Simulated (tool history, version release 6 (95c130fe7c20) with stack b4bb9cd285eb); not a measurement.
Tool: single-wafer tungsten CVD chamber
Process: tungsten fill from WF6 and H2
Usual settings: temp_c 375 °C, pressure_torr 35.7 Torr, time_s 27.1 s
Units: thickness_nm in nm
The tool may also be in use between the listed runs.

run	day	temp_c	pressure_torr	time_s	read-back reference wafer on the same gauge, thickness_nm	thickness_nm
1	0	375	35.7	27.1	45.136	52.327
2	3.479	375	35.7	27.1	45.025	52.028
3	7.188	375	35.7	27.1	45.1	52.166
4	9.642	375	35.7	27.1	45.111	51.709
5	14.117	375	35.7	27.1	45.065	51.676
6	17.021	375	35.7	27.1	45.138	51.514
# day 24.354: showerhead replaced
7	27.625	375	35.7	27.1	45.052	51.575
8	30.65	375	35.7	27.1	45.087	51.248
# day 33.504: thermocouple changed; heater temperature recalibrated
9	33.525	375	35.7	27.1	45.138	53.086
10	36.679	375	35.7	27.1	45.052	52.688
11	39.817	375	35.7	27.1	45.051	53.142
12	43.579	375	35.7	27.1	45.173	53.093
13	47.762	383	28.5	23.7	45.13	46.443
14	50.788	375	35.7	27.1	45.176	52.791
15	54.471	383	42.5	24.6	45.07	64.394
# day 56.729: gauge calibrated
16	57.879	385	32.4	30.3	45.047	68.828
17	61.812	375	35.7	27.1	45.153	52.2
18	63.512	375	35.7	31.4	45.15	60.219
19	67.888	383	29.5	25.6	45.124	51.284
20	69.967	383	35.7	27.1	45.128	62.648
21	71.867	375	31	21.8	45.095	37.621
# day 73.604: capacitance manometer re-zeroed and calibrated
22	73.733	388	35.7	27.1	45.132	70.34
23	85.275	375	35.7	27.1	45.188	51.582
24	87.188	388	29.6	28.8	45.093	64.117
25	89.617	375	35.7	27.1	45.099	51.727
26	93.642	383	28.5	23.7	45.134	45.315
27	95.325	386	39.4	28.6	45.118	75.065
28	97.783	381	31.7	21.9	45.074	44.075
29	104.442	380	43.4	24.2	45.132	58.887
30	107	379	43.8	24.2	45.163	57.826
31	109.029	375	28.5	27.1	45.11	43.033
# day 110.633: thermocouple changed; heater temperature recalibrated
32	111.925	375	35.7	24.7	45.148	48.674
33	113.95	375	39.5	27.1	45.069	56.936
34	117.512	366	35.7	30.5	45.053	48.504

Measured less the same run without the tool's hidden state. The same run-to-run variation is in both; the gauge's scatter may not be:
The hidden state here: wafer temperature above the value expected at the setpoint (K); true pressure above the setpoint (%); gauge reads high (%).
run	thickness_nm
1	-1.171
2	-1.256
3	-1.355
4	-1.406
5	-1.521
6	-1.591
7	-1.869
8	-1.936
9	-0.243
10	-0.322
11	-0.407
12	-0.504
13	-0.514
14	-0.688
15	-0.917
16	-1.084
17	-0.964
18	-1.163
19	-1.057
20	-1.353
21	-0.882
22	-1.617
23	-1.556
24	-1.88
25	-1.673
26	-1.493
27	-2.508
28	-1.551
29	-2.292
30	-2.344
31	-1.813
32	+0.051
33	+0.004
34	-0.084

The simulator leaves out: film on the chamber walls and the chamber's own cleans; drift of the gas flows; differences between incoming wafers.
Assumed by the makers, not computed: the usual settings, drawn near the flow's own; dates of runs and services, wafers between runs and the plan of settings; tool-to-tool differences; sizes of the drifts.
